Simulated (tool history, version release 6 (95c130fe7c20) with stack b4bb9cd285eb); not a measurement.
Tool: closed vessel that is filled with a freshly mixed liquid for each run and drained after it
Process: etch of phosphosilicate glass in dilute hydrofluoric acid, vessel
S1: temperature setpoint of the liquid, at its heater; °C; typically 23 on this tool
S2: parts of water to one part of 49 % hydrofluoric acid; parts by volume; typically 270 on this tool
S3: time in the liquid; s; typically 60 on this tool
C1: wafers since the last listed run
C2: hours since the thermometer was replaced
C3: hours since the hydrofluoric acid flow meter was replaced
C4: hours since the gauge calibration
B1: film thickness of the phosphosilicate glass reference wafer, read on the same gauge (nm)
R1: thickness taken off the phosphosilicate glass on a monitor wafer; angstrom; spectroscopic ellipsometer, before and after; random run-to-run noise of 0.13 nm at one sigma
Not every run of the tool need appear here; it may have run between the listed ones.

run,hour,S1,S2,S3,C1,C2,C3,C4,B1,R1
1,0,21.5,270,60,0,535,1029.4,453,121.76,237.8
2,36.2,21.5,270,60,3081,571.2,1065.6,489.2,121.87,235.5
3,72.6,21.5,270,60,3098,607.6,1102,525.6,122.03,235.6
4,140.1,23,270,60,5745,675.1,1169.5,593.1,122.27,249.5
5,205.5,23,270,60,5567,740.5,1234.9,658.5,122.49,252.2
6,244.8,23,270,60,3345,779.8,1274.2,697.8,122.63,248.3
7,290.3,23,270,60,3873,825.3,1319.7,743.3,122.76,251.9
# hour 332.3: gauge calibrated
8,344.1,23,380,60,4579,879.1,1373.5,11.8,120.01,157.6
# hour 414.8: hydrofluoric acid flow meter replaced
9,450.1,23,270,85,8937,985.1,35.3,117.8,120.38,348.2
10,500.4,18,390,35,4281,1035.4,85.6,168.1,120.57,74.5
11,540.5,23,270,60,3413,1075.5,125.7,208.2,120.69,245.1
# hour 583.7: thermometer replaced
12,584.2,26.5,270,75,3634,0.5,169.4,251.9,120.87,349.7
13,645,23,270,60,5175,61.3,230.2,312.7,121.08,246
14,712.6,20,335,90,5754,128.9,297.8,380.3,121.31,252.2
15,764.2,23,270,80,4392,180.5,349.4,431.9,121.47,330.2

Subtracting, for every run, the result it would have given without the tool's unlogged condition from the measured result gives the following. The same run-to-run variation enters both numbers; the gauge's scatter may not:
The tool's hidden condition here consists of: liquid hotter than its thermometer reads (K); hydrofluoric acid flow above the setpoint (%); gauge reads high (%).
run,R1
1,+3.4
2,+3.7
3,+3.9
4,+4.6
5,+5.1
6,+5.3
7,+5.7
8,+0
9,+1.1
10,+0.3
11,+1.4
12,+2.5
13,+2.2
14,+2.7
15,+4

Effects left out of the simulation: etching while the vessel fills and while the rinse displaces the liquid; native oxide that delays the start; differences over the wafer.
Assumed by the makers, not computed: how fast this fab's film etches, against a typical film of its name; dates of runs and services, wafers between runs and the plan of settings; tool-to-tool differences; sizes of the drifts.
